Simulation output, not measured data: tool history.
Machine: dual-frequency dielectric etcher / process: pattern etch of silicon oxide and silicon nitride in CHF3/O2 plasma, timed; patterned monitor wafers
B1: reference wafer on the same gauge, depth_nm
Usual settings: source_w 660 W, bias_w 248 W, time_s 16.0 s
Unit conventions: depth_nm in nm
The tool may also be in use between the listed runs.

run 1 day=0.000 | source_w=660 bias_w=248 time_s=16.0 | B1=28.00 | depth_nm=28.79
run 2 day=0.288 | source_w=660 bias_w=248 time_s=16.0 | B1=28.00 | depth_nm=28.89
run 3 day=0.900 | source_w=660 bias_w=248 time_s=16.0 | B1=27.99 | depth_nm=28.86
run 4 day=1.279 | source_w=660 bias_w=248 time_s=16.0 | B1=28.00 | depth_nm=28.83
run 5 day=1.712 | source_w=660 bias_w=248 time_s=16.0 | B1=27.99 | depth_nm=28.84
run 6 day=2.029 | source_w=660 bias_w=248 time_s=16.0 | B1=27.98 | depth_nm=28.85
run 7 day=2.288 | source_w=660 bias_w=248 time_s=16.0 | B1=27.99 | depth_nm=28.91
run 8 day=2.604 | source_w=660 bias_w=248 time_s=16.0 | B1=28.00 | depth_nm=28.96
run 9 day=2.938 | source_w=660 bias_w=248 time_s=16.0 | B1=28.00 | depth_nm=28.95
run 10 day=3.271 | source_w=660 bias_w=248 time_s=16.0 | B1=28.00 | depth_nm=28.90
-- day=3.912 source power generator calibrated
-- day=4.350 gauge calibrated
-- day=4.775 bias power generator calibrated
-- day=4.825 upper electrode replaced
-- day=5.304 wet clean of the chamber
run 11 day=5.325 | source_w=790 bias_w=279 time_s=18.5 | B1=28.01 | depth_nm=36.17
run 12 day=5.342 | source_w=790 bias_w=248 time_s=11.5 | B1=28.01 | depth_nm=21.95
run 13 day=5.354 | source_w=800 bias_w=284 time_s=16.0 | B1=27.99 | depth_nm=31.56
run 14 day=5.408 | source_w=660 bias_w=248 time_s=16.0 | B1=27.99 | depth_nm=28.14
run 15 day=5.871 | source_w=510 bias_w=189 time_s=16.0 | B1=27.99 | depth_nm=23.64
run 16 day=6.467 | source_w=660 bias_w=280 time_s=12.0 | B1=28.00 | depth_nm=21.70
run 17 day=7.154 | source_w=530 bias_w=232 time_s=19.5 | B1=28.00 | depth_nm=30.69
run 18 day=7.850 | source_w=660 bias_w=248 time_s=16.0 | B1=28.02 | depth_nm=28.21

Each row is a separate what-if for the run after 18, all from the same tool condition, not one after another. Results?
run A day=7.867 | source_w=660 bias_w=248 time_s=16.0 | B1=? | depth_nm=?
run B day=7.867 | source_w=600 bias_w=198 time_s=12.5 | B1=? | depth_nm=?
run C day=7.867 | source_w=510 bias_w=304 time_s=20.0 | B1=? | depth_nm=?
run D day=7.867 | source_w=570 bias_w=248 time_s=19.0 | B1=? | depth_nm=?
run E day=7.867 | source_w=660 bias_w=248 time_s=19.5 | B1=? | depth_nm=?

run=A B1=28.00 depth_nm=28.29
run=B B1=28.00 depth_nm=20.19
run=C B1=28.00 depth_nm=32.98
run=D B1=28.00 depth_nm=31.44
run=E B1=28.00 depth_nm=34.47
The same runs, with their run-to-run variation unchanged, on a tool lacking any hidden condition would have given:
run=A depth_nm=28.12
run=B depth_nm=20.08
run=C depth_nm=32.79
run=D depth_nm=31.26
run=E depth_nm=34.28

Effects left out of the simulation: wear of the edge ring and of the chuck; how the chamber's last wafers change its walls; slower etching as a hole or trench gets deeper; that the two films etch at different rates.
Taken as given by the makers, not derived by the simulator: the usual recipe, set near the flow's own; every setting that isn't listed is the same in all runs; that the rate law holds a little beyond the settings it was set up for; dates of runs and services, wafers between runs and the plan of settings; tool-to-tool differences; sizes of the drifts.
